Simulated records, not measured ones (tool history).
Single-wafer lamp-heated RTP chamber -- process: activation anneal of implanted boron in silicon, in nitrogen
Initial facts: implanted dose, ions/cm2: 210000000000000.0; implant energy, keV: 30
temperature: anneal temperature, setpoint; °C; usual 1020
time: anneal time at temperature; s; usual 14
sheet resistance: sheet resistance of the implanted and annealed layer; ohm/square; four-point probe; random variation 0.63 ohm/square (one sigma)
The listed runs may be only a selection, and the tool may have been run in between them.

run	hour	temperature	time	wafers since the last listed run	wafers since the last pyrometer calibration	wafers since the reflector plate was cleaned	hours since the gauge calibration	read-back reference wafer on the same gauge, sheet resistance	sheet resistance
1	0.0	1020	14	0	987	5385	756.3	501.15	421.56
2	23.6	1020	14	481	1469	5867	779.9	501.04	420.57
# hour 37.4: reflector plate cleaned
3	38.5	1020	14	140	1610	23	794.8	500.87	422.24
4	59.8	1032	14	434	2045	458	816.1	501.09	419.93
5	121.7	1032	14	1264	3309	1722	878.0	500.97	419.38
6	139.0	1032	14	353	3662	2075	895.3	501.04	420.75
# hour 175.0: gauge calibrated
# hour 176.3: pyrometer window cleaned and pyrometer calibrated
7	176.8	1030	9	608	11	2684	1.8	501.16	422.07
8	187.2	1030	9	212	223	2896	12.2	500.94	420.70
9	216.7	997	16	602	826	3499	41.7	501.18	425.64
10	247.3	997	16	624	1450	4123	72.3	500.93	425.81
11	280.9	997	16	686	2137	4810	105.9	501.03	425.52
12	295.1	1031	21	289	2427	5100	120.1	500.90	419.98
13	314.1	1020	14	388	2815	5488	139.1	500.97	420.28
14	363.1	998	11	1000	3815	6488	188.1	501.11	426.48
# hour 389.1: pyrometer window cleaned and pyrometer calibrated
# hour 397.3: reflector plate cleaned
15	397.8	1020	14	381	15	9	222.8	500.95	421.95
16	426.2	1020	14	579	595	589	251.2	500.98	421.33
17	445.6	1003	18	396	991	985	270.6	500.99	423.68
18	458.4	1020	17	261	1252	1247	283.4	500.82	421.83
19	472.0	1020	14	277	1530	1524	297.0	500.96	421.10
20	488.9	1035	19	345	1875	1870	313.9	500.98	419.37
21	502.2	1020	21	271	2147	2141	327.2	500.93	420.33
22	515.8	1040	10	277	2424	2419	340.8	500.83	421.46
23	543.6	1020	12	567	2992	2987	368.6	501.07	420.17
24	564.2	1020	14	420	3413	3407	389.2	501.11	421.92
25	595.1	1031	9	631	4044	4038	420.1	500.95	420.64
# hour 612.3: pyrometer window cleaned and pyrometer calibrated
26	619.7	991	8	338	151	4377	444.7	501.00	432.94
27	648.3	1045	14	584	735	4961	473.3	500.92	419.68
28	661.8	1041	17	275	1011	5237	486.8	500.79	419.62
29	675.2	1020	18	273	1284	5511	500.2	501.06	420.68
30	700.2	1020	14	510	1795	6021	525.2	500.84	422.73
31	720.1	1039	10	406	2201	6428	545.1	500.94	421.28
32	732.3	1020	14	249	2450	6677	557.3	500.96	421.23
# hour 747.0: reflector plate cleaned
33	761.4	1050	8	430	2881	294	586.4	500.89	419.57
34	774.0	1020	14	257	3138	551	599.0	500.95	420.48
35	809.2	1020	14	718	3857	1270	634.2	501.11	421.06
# hour 834.4: pyrometer window cleaned and pyrometer calibrated
36	834.9	1029	16	361	11	1632	659.9	501.03	421.10

Forecast each of these 5 alternatives for the next run:
A	835.3	1009	14	8	19	1640	660.3	?	?
B	835.3	1044	17	8	19	1640	660.3	?	?
C	835.3	1050	18	8	19	1640	660.3	?	?
D	835.3	1032	10	8	19	1640	660.3	?	?
E	835.3	994	10	8	19	1640	660.3	?	?

run	read-back reference wafer on the same gauge, sheet resistance	sheet resistance
A	501.05	421.74
B	501.05	418.86
C	501.05	418.72
D	501.05	419.84
E	501.05	428.38
Without the tool's unlogged condition, the same runs would have read:
run	sheet resistance
A	421.74
B	418.86
C	418.72
D	419.84
E	428.38
